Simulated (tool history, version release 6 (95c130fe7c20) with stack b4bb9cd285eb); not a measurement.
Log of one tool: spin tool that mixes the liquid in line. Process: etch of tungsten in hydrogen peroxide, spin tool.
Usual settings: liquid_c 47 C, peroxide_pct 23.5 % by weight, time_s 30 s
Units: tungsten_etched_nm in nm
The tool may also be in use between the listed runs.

run     day  liquid_c  peroxide_pct  time_s  wafers since the last listed run  hours since the thermometer was replaced  hours since the peroxide flow meter was replaced  hours since the heated supply line was repaired  hours since the drum of peroxide was connected  hours since the gauge calibration  read-back film thickness of the tungsten reference wafer, read on the same gauge (nm)  tungsten_etched_nm
  1       0        47          23.5      30                                 0                                    1941.6                                             333.1                                            918.8                                           395.2                              553.3                                                                                  40.01               67.64
      0.429  -- new drum of peroxide connected
  2   0.896        47          23.5      30                               351                                    1963.1                                             354.6                                            940.3                                            11.2                              574.8                                                                                  40.02               69.67
  3    2.25        47          23.5      30                               557                                    1995.6                                             387.1                                            972.8                                            43.7                              607.3                                                                                  40.02               69.51
  4   3.525        52          23.5      30                               524                                    2026.2                                             417.7                                           1003.4                                            74.3                              637.9                                                                                  39.97               94.89
  5   4.196        52          23.5      30                               276                                    2042.3                                             433.8                                           1019.5                                            90.4                                654                                                                                     40               95.05
  6   5.458        52          23.5      30                               519                                    2072.6                                             464.1                                           1049.8                                           120.7                              684.3                                                                                  39.99               93.66
  7   6.067        47          23.5      30                               250                                    2087.2                                             478.7                                           1064.4                                           135.3                              698.9                                                                                  39.95               69.92
  8   6.588        47          23.5      30                               214                                    2099.7                                             491.2                                           1076.9                                           147.8                              711.4                                                                                  39.99               68.13
  9       8        47          23.5      30                               581                                    2133.6                                             525.1                                           1110.8                                           181.7                              745.3                                                                                     40                69.7
      8.183  -- thermometer replaced
      8.679  -- gauge calibrated
 10   9.154        47          23.5      30                               458                                      23.3                                             552.8                                           1138.5                                           209.4                               11.4                                                                                  40.01               69.54
 11   9.867        47          23.5      30                               293                                      40.4                                             569.9                                           1155.6                                           226.5                               28.5                                                                                  39.99               68.63
 12  10.642        47          23.5      30                               319                                        59                                             588.5                                           1174.2                                           245.1                               47.1                                                                                  40.01               68.52
     10.792  -- peroxide flow meter replaced
 13  11.467        47          23.5      30                               322                                      78.8                                              16.2                                             1194                                           264.9                               66.9                                                                                     40               69.22
 14  12.908      44.5          26.5      15                               593                                     113.4                                              50.8                                           1228.6                                           299.5                              101.5                                                                                  39.95               31.04
     13.996  -- heated supply line repaired
 15  14.104      42.5            19      50                               475                                     142.1                                              79.5                                              2.6                                           328.2                              130.2                                                                                  40.01               76.79
 16  14.738        47          23.5      30                               260                                     157.3                                              94.7                                             17.8                                           343.4                              145.4                                                                                  40.01               68.12
 17  16.225        53            26      50                               612                                       193                                             130.4                                             53.5                                           379.1                              181.1                                                                                  40.02              172.26
 18  17.508      38.5          23.5      30                               528                                     223.8                                             161.2                                             84.3                                           409.9                              211.9                                                                                     40               39.13
 19  18.912        44          23.5      30                               578                                     257.5                                             194.9                                              118                                           443.6                              245.6                                                                                  39.99               56.15
     19.225  -- new drum of peroxide connected
 20  19.821      37.5          20.5      20                               356                                     279.3                                             216.7                                            139.8                                            14.3                              267.4                                                                                  39.99               23.29
 21  20.396        47          23.5      30                               236                                     293.1                                             230.5                                            153.6                                            28.1                              281.2                                                                                     40               70.14
 22   21.15        47          23.5      15                               310                                     311.2                                             248.6                                            171.7                                            46.2                              299.3                                                                                  40.03                34.5
 23  22.217        39            21      25                               439                                     336.8                                             274.2                                            197.3                                            71.8                              324.9                                                                                     40               32.93
 24  22.825        47          23.5      30                               250                                     351.4                                             288.8                                            211.9                                            86.4                              339.5                                                                                     40                68.6
 25  23.429      38.5          23.5      20                               248                                     365.9                                             303.3                                            226.4                                           100.9                                354                                                                                  39.98               27.21
 26  24.742      40.5            20      30                               540                                     397.4                                             334.8                                            257.9                                           132.4                              385.5                                                                                  40.03               41.87

The tool's hidden state at each run:
liquid colder than its thermometer reads (K): 0 in every run
peroxide flow above the setpoint (%): 0 in every run
temperature lost on the way to the wafer (K): 0 in every run
gauge reads high (%): 0 in every run
H1: peroxide weaker than its label (%)
run     H1
  1   5.29
  2  0.909
  3   1.32
  4   1.71
  5   1.92
  6    2.3
  7   2.49
  8   2.65
  9   3.08
 10   3.43
 11   3.65
 12   3.89
 13   4.14
 14   4.58
 15   4.95
 16   5.14
 17   5.59
 18   5.99
 19   6.42
 20  0.492
 21  0.668
 22  0.899
 23   1.22
 24   1.41
 25    1.6
 26      2

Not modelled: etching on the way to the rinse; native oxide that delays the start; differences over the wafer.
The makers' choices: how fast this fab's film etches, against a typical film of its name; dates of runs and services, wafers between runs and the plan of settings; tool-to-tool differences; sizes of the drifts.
